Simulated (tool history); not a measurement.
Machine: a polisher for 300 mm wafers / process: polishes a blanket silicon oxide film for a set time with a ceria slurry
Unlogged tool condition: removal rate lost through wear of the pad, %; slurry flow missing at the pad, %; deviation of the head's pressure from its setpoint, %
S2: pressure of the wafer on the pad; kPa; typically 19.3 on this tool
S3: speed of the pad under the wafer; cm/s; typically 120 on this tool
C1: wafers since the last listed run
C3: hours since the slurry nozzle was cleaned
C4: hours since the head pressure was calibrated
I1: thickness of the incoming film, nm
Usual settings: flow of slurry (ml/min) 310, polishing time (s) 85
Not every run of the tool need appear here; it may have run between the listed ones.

Run 1, hour 0.0: usual settings but S3 134 cm/s; C1 0; wafers polished on this pad 3830; C3 185.5; C4 1018.5; I1 1757.5. Result: film removed (angstrom) 5494.
At hour 24.6: head pressure recalibrated.
At hour 38.3: worn pad replaced by a new one.
Run 2, hour 42.5: usual settings but S3 134 cm/s; C1 374; wafers polished on this pad 43; C3 228.0; C4 17.9; I1 1751.7. Result: film removed (angstrom) 5318.
Run 3, hour 81.6: usual settings but S2 24.1 kPa, S3 130 cm/s; C1 400; wafers polished on this pad 443; C3 267.1; C4 57.0; I1 1735.0. Result: film removed (angstrom) 6441.
Run 4, hour 158.6: usual settings but S2 24.1 kPa, S3 130 cm/s; C1 789; wafers polished on this pad 1232; C3 344.1; C4 134.0; I1 1744.9. Result: film removed (angstrom) 6485.
Run 5, hour 206.8: usual settings; C1 493; wafers polished on this pad 1726; C3 392.3; C4 182.2; I1 1748.4. Result: film removed (angstrom) 4842.
At hour 216.4: slurry nozzle cleaned.
Run 6, hour 258.8: usual settings; C1 522; wafers polished on this pad 2249; C3 42.4; C4 234.2; I1 1746.5. Result: film removed (angstrom) 4708.
Run 7, hour 313.2: usual settings; C1 557; wafers polished on this pad 2807; C3 96.8; C4 288.6; I1 1780.5. Result: film removed (angstrom) 4763.
Run 8, hour 401.2: usual settings but polishing time (s) 103; C1 901; wafers polished on this pad 3708; C3 184.8; C4 376.6; I1 1757.1. Result: film removed (angstrom) 5625.
At hour 446.4: worn pad replaced by a new one.
Run 9, hour 451.6: usual settings but polishing time (s) 103; C1 475; wafers polished on this pad 53; C3 235.2; C4 427.0; I1 1737.7. Result: film removed (angstrom) 5739.
Run 10, hour 509.7: usual settings but S3 150 cm/s; C1 595; wafers polished on this pad 648; C3 293.3; C4 485.1; I1 1762.1. Result: film removed (angstrom) 5895.
Run 11, hour 549.9: usual settings but S3 150 cm/s; C1 411; wafers polished on this pad 1060; C3 333.5; C4 525.3; I1 1744.8. Result: film removed (angstrom) 6065.
Run 12, hour 620.0: usual settings but S2 24.1 kPa, polishing time (s) 95; C1 718; wafers polished on this pad 1778; C3 403.6; C4 595.4; I1 1759.3. Result: film removed (angstrom) 6762.
At hour 656.6: slurry nozzle cleaned.
At hour 859.2: worn pad replaced by a new one.
Run 13, hour 937.9: usual settings but flow of slurry (ml/min) 270; C1 3206; wafers polished on this pad 806; C3 281.3; C4 913.3; I1 1732.7. Result: film removed (angstrom) 4771.
Run 14, hour 1019.3: usual settings but flow of slurry (ml/min) 415, S2 22.8 kPa, polishing time (s) 99; C1 834; wafers polished on this pad 1640; C3 362.7; C4 994.7; I1 1780.5. Result: film removed (angstrom) 6662.
Run 15, hour 1079.4: usual settings but polishing time (s) 102; C1 615; wafers polished on this pad 2256; C3 422.8; C4 1054.8; I1 1781.0. Result: film removed (angstrom) 5748.
At hour 1124.1: slurry nozzle cleaned.
Run 16, hour 1131.6: usual settings; C1 524; wafers polished on this pad 2781; C3 7.5; C4 1107.0; I1 1731.2. Result: film removed (angstrom) 4776.
At hour 1192.0: worn pad replaced by a new one.
Run 17, hour 1197.0: usual settings but S2 14.5 kPa, S3 152 cm/s; C1 629; wafers polished on this pad 51; C3 72.9; C4 1172.4; I1 1716.9. Result: film removed (angstrom) 4473.
Run 18, hour 1270.1: usual settings but flow of slurry (ml/min) 265, S2 22.1 kPa, S3 136 cm/s, polishing time (s) 68; C1 749; wafers polished on this pad 800; C3 146.0; C4 1245.5; I1 1758.5. Result: film removed (angstrom) 5005.
At hour 1297.9: head pressure recalibrated.
Run 19, hour 1308.2: usual settings but flow of slurry (ml/min) 270, S3 134 cm/s; C1 369; wafers polished on this pad 1170; C3 184.1; C4 10.3; I1 1766.6. Result: film removed (angstrom) 5210.
Run 20, hour 1415.2: usual settings; C1 1096; wafers polished on this pad 2266; C3 291.1; C4 117.3; I1 1750.7. Result: film removed (angstrom) 4839.
Run 21, hour 1457.7: usual settings but polishing time (s) 97; C1 435; wafers polished on this pad 2702; C3 333.6; C4 159.8; I1 1760.1. Result: film removed (angstrom) 5451.
Run 22, hour 1540.5: usual settings but S2 16.5 kPa, polishing time (s) 77; C1 848; wafers polished on this pad 3550; C3 416.4; C4 242.6; I1 1740.6. Result: film removed (angstrom) 3652.
At hour 1542.5: slurry nozzle cleaned.
At hour 1549.8: worn pad replaced by a new one.
Run 23, hour 1597.7: usual settings but flow of slurry (ml/min) 390, S2 12.4 kPa, S3 134 cm/s; C1 534; wafers polished on this pad 491; C3 55.2; C4 299.8; I1 1764.0. Result: film removed (angstrom) 3405.
Run 24, hour 1646.5: usual settings but flow of slurry (ml/min) 265, S2 24.1 kPa, S3 90 cm/s, polishing time (s) 60; C1 500; wafers polished on this pad 991; C3 104.0; C4 348.6; I1 1727.0. Result: film removed (angstrom) 3136.
Run 25, hour 1696.0: usual settings but flow of slurry (ml/min) 260; C1 507; wafers polished on this pad 1498; C3 153.5; C4 398.1; I1 1714.7. Result: film removed (angstrom) 4610.
Run 26, hour 1802.9: usual settings but S2 22.1 kPa, S3 80 cm/s, polishing time (s) 94; C1 1095; wafers polished on this pad 2593; C3 260.4; C4 505.0; I1 1785.8. Result: film removed (angstrom) 4045.

What if the next run were any one of these 3? Each begins from the tool's condition after run 26:
Run A, hour 1803.3: usual settings but S2 23.4 kPa; C1 4; wafers polished on this pad 2598; C3 260.8; C4 505.4; I1 1768.3. Result: film removed (angstrom) ?.
Run B, hour 1803.3: usual settings but flow of slurry (ml/min) 260, S2 24.8 kPa, S3 88 cm/s, polishing time (s) 103; C1 4; wafers polished on this pad 2598; C3 260.8; C4 505.4; I1 1768.3. Result: film removed (angstrom) ?.
Run C, hour 1803.3: usual settings but flow of slurry (ml/min) 265, S2 15.9 kPa, polishing time (s) 72; C1 4; wafers polished on this pad 2598; C3 260.8; C4 505.4; I1 1768.3. Result: film removed (angstrom) ?.

run  film removed (angstrom)
  A                     5895
  B                     5474
  C                     3338
Had the tool no hidden state, the same runs would have come out as:
run  film removed (angstrom)
  A                     5895
  B                     5474
  C                     3338
